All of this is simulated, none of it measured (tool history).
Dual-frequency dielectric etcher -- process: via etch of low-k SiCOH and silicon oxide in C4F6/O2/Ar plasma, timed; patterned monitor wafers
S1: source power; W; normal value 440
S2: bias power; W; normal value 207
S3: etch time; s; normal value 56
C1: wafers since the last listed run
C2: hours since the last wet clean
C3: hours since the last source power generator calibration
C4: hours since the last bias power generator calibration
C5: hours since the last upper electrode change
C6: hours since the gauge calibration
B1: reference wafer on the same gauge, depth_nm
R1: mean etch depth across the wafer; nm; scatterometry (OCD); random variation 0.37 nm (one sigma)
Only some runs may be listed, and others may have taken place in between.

| run | hour | S1 | S2 | S3 | C1 | C2 | C3 | C4 | C5 | C6 | B1 | R1 |
|---|---|---|---|---|---|---|---|---|---|---|---|---|
| 1 | 0 | 440 | 207 | 49.5 | 0 | 425.6 | 2288.7 | 2765.9 | 4355.7 | 214.8 | 159.9 | 144.2 |
| 2 | 15.2 | 440 | 207 | 56 | 188 | 440.8 | 2303.9 | 2781.1 | 4370.9 | 230 | 160 | 162.9 |
| 3 | 21.6 | 440 | 207 | 56 | 79 | 447.2 | 2310.3 | 2787.5 | 4377.3 | 236.4 | 160.1 | 163.4 |
| 4 | 29.2 | 440 | 207 | 56 | 94 | 454.8 | 2317.9 | 2795.1 | 4384.9 | 244 | 159.9 | 163.2 |
| 5 | 41.2 | 440 | 227 | 56 | 148 | 466.8 | 2329.9 | 2807.1 | 4396.9 | 256 | 160 | 167.9 |
|  | 68.1 | wet clean of the chamber |
| 6 | 68.6 | 440 | 207 | 43 | 42 | 0.5 | 2357.3 | 2834.5 | 4424.3 | 283.4 | 160 | 125.1 |
| 7 | 68.9 | 440 | 207 | 43 | 3 | 0.8 | 2357.6 | 2834.8 | 4424.6 | 283.7 | 160 | 125 |
| 8 | 91.2 | 400 | 250 | 56 | 276 | 23.1 | 2379.9 | 2857.1 | 4446.9 | 306 | 160 | 165.8 |
|  | 117.2 | source power generator calibrated |
|  | 120.3 | gauge calibrated |
|  | 126 | upper electrode replaced |
| 9 | 126.5 | 440 | 207 | 56 | 279 | 58.4 | 9.3 | 2892.4 | 0.5 | 6.2 | 159.8 | 159.6 |
| 10 | 126.8 | 440 | 207 | 56 | 3 | 58.7 | 9.6 | 2892.7 | 0.8 | 6.5 | 160 | 159.4 |
| 11 | 132.7 | 440 | 207 | 56 | 73 | 64.6 | 15.5 | 2898.6 | 6.7 | 12.4 | 160.1 | 159.2 |
| 12 | 146.3 | 490 | 228 | 56 | 168 | 78.2 | 29.1 | 2912.2 | 20.3 | 26 | 160.1 | 174.7 |
| 13 | 160.7 | 400 | 166 | 56 | 178 | 92.6 | 43.5 | 2926.6 | 34.7 | 40.4 | 160 | 139.3 |
| 14 | 174.6 | 440 | 207 | 56 | 172 | 106.5 | 57.4 | 2940.5 | 48.6 | 54.3 | 160 | 158.9 |
| 15 | 182.9 | 370 | 243 | 42.5 | 103 | 114.8 | 65.7 | 2948.8 | 56.9 | 62.6 | 160 | 115.5 |
| 16 | 189.5 | 550 | 170 | 65.5 | 81 | 121.4 | 72.3 | 2955.4 | 63.5 | 69.2 | 159.9 | 196 |
| 17 | 219.2 | 440 | 254 | 56 | 368 | 151.1 | 102 | 2985.1 | 93.2 | 98.9 | 159.9 | 172.2 |
|  | 246.9 | bias power generator calibrated |
| 18 | 253.3 | 350 | 207 | 56 | 373 | 185.2 | 136.1 | 6.4 | 127.3 | 133 | 160 | 139 |
| 19 | 266.5 | 530 | 158 | 56 | 163 | 198.4 | 149.3 | 19.6 | 140.5 | 146.2 | 160 | 160.5 |
| 20 | 280.2 | 540 | 185 | 56 | 170 | 212.1 | 163 | 33.3 | 154.2 | 159.9 | 160.1 | 171.6 |
| 21 | 295.3 | 440 | 207 | 64.5 | 187 | 227.2 | 178.1 | 48.4 | 169.3 | 175 | 160 | 184.2 |
| 22 | 309.9 | 350 | 243 | 45 | 181 | 241.8 | 192.7 | 63 | 183.9 | 189.6 | 159.9 | 119.4 |
| 23 | 317.9 | 440 | 207 | 56 | 99 | 249.8 | 200.7 | 71 | 191.9 | 197.6 | 160 | 159.7 |
| 24 | 369.9 | 440 | 171 | 56 | 645 | 301.8 | 252.7 | 123 | 243.9 | 249.6 | 160 | 149.3 |
| 25 | 384.8 | 440 | 207 | 56 | 184 | 316.7 | 267.6 | 137.9 | 258.8 | 264.5 | 160.2 | 159.9 |
| 26 | 398 | 440 | 246 | 56 | 163 | 329.9 | 280.8 | 151.1 | 272 | 277.7 | 160.1 | 170.7 |
| 27 | 451.1 | 360 | 207 | 48 | 659 | 383 | 333.9 | 204.2 | 325.1 | 330.8 | 160.1 | 122.3 |
| 28 | 467.7 | 350 | 207 | 62 | 206 | 399.6 | 350.5 | 220.8 | 341.7 | 347.4 | 160.1 | 155.9 |
| 29 | 474.1 | 390 | 189 | 40.5 | 79 | 406 | 356.9 | 227.2 | 348.1 | 353.8 | 160 | 104.9 |

Predict each of these 5 candidate next runs independently; none follows another, all start after run 29:
| A | 474.5 | 530 | 207 | 56 | 4 | 406.4 | 357.3 | 227.6 | 348.5 | 354.2 | ? | ? |
| B | 474.5 | 500 | 239 | 56 | 4 | 406.4 | 357.3 | 227.6 | 348.5 | 354.2 | ? | ? |
| C | 474.5 | 360 | 258 | 46.5 | 4 | 406.4 | 357.3 | 227.6 | 348.5 | 354.2 | ? | ? |
| D | 474.5 | 340 | 249 | 62.5 | 4 | 406.4 | 357.3 | 227.6 | 348.5 | 354.2 | ? | ? |
| E | 474.5 | 520 | 207 | 42.5 | 4 | 406.4 | 357.3 | 227.6 | 348.5 | 354.2 | ? | ? |

| run | B1 | R1 |
|---|---|---|
| A | 159.8 | 177.8 |
| B | 159.8 | 181.5 |
| C | 159.8 | 129.1 |
| D | 159.8 | 165.4 |
| E | 159.8 | 133.6 |
Had the tool no hidden state, the same runs would have come out as:
| run | R1 |
|---|---|
| A | 175.9 |
| B | 179.6 |
| C | 127.8 |
| D | 163.7 |
| E | 132.2 |
